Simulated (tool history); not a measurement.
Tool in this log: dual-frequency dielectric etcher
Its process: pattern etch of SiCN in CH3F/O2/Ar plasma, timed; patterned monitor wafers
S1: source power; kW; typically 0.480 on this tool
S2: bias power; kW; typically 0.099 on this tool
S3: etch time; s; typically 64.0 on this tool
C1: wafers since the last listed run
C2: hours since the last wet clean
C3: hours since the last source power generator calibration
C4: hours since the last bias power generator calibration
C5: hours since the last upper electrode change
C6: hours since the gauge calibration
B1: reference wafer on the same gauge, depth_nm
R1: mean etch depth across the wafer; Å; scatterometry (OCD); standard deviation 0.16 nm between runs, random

run 1 hour=0.0 | S1=0.480 S2=0.099 S3=64.0 | C1=0 C2=147.1 C3=2398.5 C4=3908.0 C5=2825.5 C6=324.3 | B1=26.15 | R1=266.4
run 2 hour=11.7 | S1=0.480 S2=0.099 S3=64.0 | C1=86 C2=158.8 C3=2410.2 C4=3919.7 C5=2837.2 C6=336.0 | B1=26.15 | R1=266.6
run 3 hour=19.0 | S1=0.480 S2=0.099 S3=64.0 | C1=54 C2=166.1 C3=2417.5 C4=3927.0 C5=2844.5 C6=343.3 | B1=26.09 | R1=266.7
run 4 hour=34.8 | S1=0.480 S2=0.099 S3=64.0 | C1=117 C2=181.9 C3=2433.3 C4=3942.8 C5=2860.3 C6=359.1 | B1=26.15 | R1=265.9
run 5 hour=46.6 | S1=0.480 S2=0.099 S3=64.0 | C1=87 C2=193.7 C3=2445.1 C4=3954.6 C5=2872.1 C6=370.9 | B1=26.09 | R1=262.6
run 6 hour=53.3 | S1=0.480 S2=0.099 S3=64.0 | C1=49 C2=200.4 C3=2451.8 C4=3961.3 C5=2878.8 C6=377.6 | B1=26.11 | R1=262.2
run 7 hour=67.9 | S1=0.480 S2=0.099 S3=64.0 | C1=108 C2=215.0 C3=2466.4 C4=3975.9 C5=2893.4 C6=392.2 | B1=26.14 | R1=266.4
run 8 hour=82.4 | S1=0.480 S2=0.099 S3=49.5 | C1=107 C2=229.5 C3=2480.9 C4=3990.4 C5=2907.9 C6=406.7 | B1=26.07 | R1=204.9
run 9 hour=117.9 | S1=0.420 S2=0.099 S3=83.0 | C1=263 C2=265.0 C3=2516.4 C4=4025.9 C5=2943.4 C6=442.2 | B1=26.08 | R1=316.6
run 10 hour=129.8 | S1=0.480 S2=0.099 S3=64.0 | C1=88 C2=276.9 C3=2528.3 C4=4037.8 C5=2955.3 C6=454.1 | B1=26.12 | R1=261.2
run 11 hour=142.2 | S1=0.370 S2=0.099 S3=79.0 | C1=92 C2=289.3 C3=2540.7 C4=4050.2 C5=2967.7 C6=466.5 | B1=26.13 | R1=277.1
run 12 hour=148.4 | S1=0.440 S2=0.076 S3=71.0 | C1=46 C2=295.5 C3=2546.9 C4=4056.4 C5=2973.9 C6=472.7 | B1=26.09 | R1=259.9
-- hour=161.3 gauge calibrated
run 13 hour=164.9 | S1=0.360 S2=0.089 S3=57.5 | C1=122 C2=312.0 C3=2563.4 C4=4072.9 C5=2990.4 C6=3.6 | B1=26.08 | R1=192.4
run 14 hour=173.5 | S1=0.440 S2=0.099 S3=64.0 | C1=63 C2=320.6 C3=2572.0 C4=4081.5 C5=2999.0 C6=12.2 | B1=26.08 | R1=250.8
run 15 hour=189.0 | S1=0.530 S2=0.099 S3=64.0 | C1=115 C2=336.1 C3=2587.5 C4=4097.0 C5=3014.5 C6=27.7 | B1=26.07 | R1=274.8
run 16 hour=203.3 | S1=0.480 S2=0.099 S3=64.0 | C1=106 C2=350.4 C3=2601.8 C4=4111.3 C5=3028.8 C6=42.0 | B1=26.02 | R1=259.7
-- hour=227.6 upper electrode replaced
run 17 hour=228.1 | S1=0.480 S2=0.099 S3=64.0 | C1=5 C2=375.2 C3=2626.6 C4=4136.1 C5=0.5 C6=66.8 | B1=26.12 | R1=259.5
-- hour=234.5 source power generator calibrated
run 18 hour=235.0 | S1=0.400 S2=0.099 S3=64.0 | C1=21 C2=382.1 C3=0.5 C4=4143.0 C5=7.4 C6=73.7 | B1=26.07 | R1=233.0
-- hour=249.2 bias power generator calibrated
-- hour=261.9 wet clean of the chamber
run 19 hour=262.4 | S1=0.480 S2=0.099 S3=79.0 | C1=79 C2=0.5 C3=27.9 C4=13.2 C5=34.8 C6=101.1 | B1=26.07 | R1=341.9
run 20 hour=262.7 | S1=0.450 S2=0.079 S3=74.5 | C1=2 C2=0.8 C3=28.2 C4=13.5 C5=35.1 C6=101.4 | B1=26.07 | R1=293.3
run 21 hour=266.9 | S1=0.480 S2=0.099 S3=64.0 | C1=31 C2=5.0 C3=32.4 C4=17.7 C5=39.3 C6=105.6 | B1=26.10 | R1=274.3
run 22 hour=278.3 | S1=0.480 S2=0.121 S3=58.5 | C1=84 C2=16.4 C3=43.8 C4=29.1 C5=50.7 C6=117.0 | B1=26.10 | R1=264.8
run 23 hour=290.5 | S1=0.480 S2=0.085 S3=69.5 | C1=90 C2=28.6 C3=56.0 C4=41.3 C5=62.9 C6=129.2 | B1=26.16 | R1=284.1
run 24 hour=304.8 | S1=0.480 S2=0.099 S3=81.0 | C1=106 C2=42.9 C3=70.3 C4=55.6 C5=77.2 C6=143.5 | B1=26.06 | R1=348.6
run 25 hour=315.1 | S1=0.480 S2=0.099 S3=64.0 | C1=76 C2=53.2 C3=80.6 C4=65.9 C5=87.5 C6=153.8 | B1=26.12 | R1=272.9
run 26 hour=342.4 | S1=0.380 S2=0.117 S3=48.5 | C1=202 C2=80.5 C3=107.9 C4=93.2 C5=114.8 C6=181.1 | B1=26.14 | R1=189.6
run 27 hour=349.8 | S1=0.480 S2=0.099 S3=64.0 | C1=55 C2=87.9 C3=115.3 C4=100.6 C5=122.2 C6=188.5 | B1=26.09 | R1=270.8
run 28 hour=363.4 | S1=0.480 S2=0.099 S3=52.0 | C1=101 C2=101.5 C3=128.9 C4=114.2 C5=135.8 C6=202.1 | B1=26.10 | R1=221.1
run 29 hour=375.1 | S1=0.540 S2=0.087 S3=77.0 | C1=86 C2=113.2 C3=140.6 C4=125.9 C5=147.5 C6=213.8 | B1=26.06 | R1=334.5

What if the next run were any one of these 5? Each begins from the tool's condition after run 29:
run A hour=375.5 | S1=0.480 S2=0.079 S3=64.0 | C1=2 C2=113.6 C3=141.0 C4=126.3 C5=147.9 C6=214.2 | B1=? | R1=?
run B hour=375.5 | S1=0.410 S2=0.110 S3=71.5 | C1=2 C2=113.6 C3=141.0 C4=126.3 C5=147.9 C6=214.2 | B1=? | R1=?
run C hour=375.5 | S1=0.480 S2=0.115 S3=59.0 | C1=2 C2=113.6 C3=141.0 C4=126.3 C5=147.9 C6=214.2 | B1=? | R1=?
run D hour=375.5 | S1=0.480 S2=0.086 S3=64.0 | C1=2 C2=113.6 C3=141.0 C4=126.3 C5=147.9 C6=214.2 | B1=? | R1=?
run E hour=375.5 | S1=0.440 S2=0.083 S3=64.0 | C1=2 C2=113.6 C3=141.0 C4=126.3 C5=147.9 C6=214.2 | B1=? | R1=?

run=A B1=26.11 R1=257.3
run=B B1=26.11 R1=285.6
run=C B1=26.11 R1=260.8
run=D B1=26.11 R1=262.5
run=E B1=26.11 R1=247.8
With the hidden condition removed and each run's random variation left untouched, the same runs would have given:
run=A R1=260.4
run=B R1=289.1
run=C R1=264.0
run=D R1=265.7
run=E R1=250.8
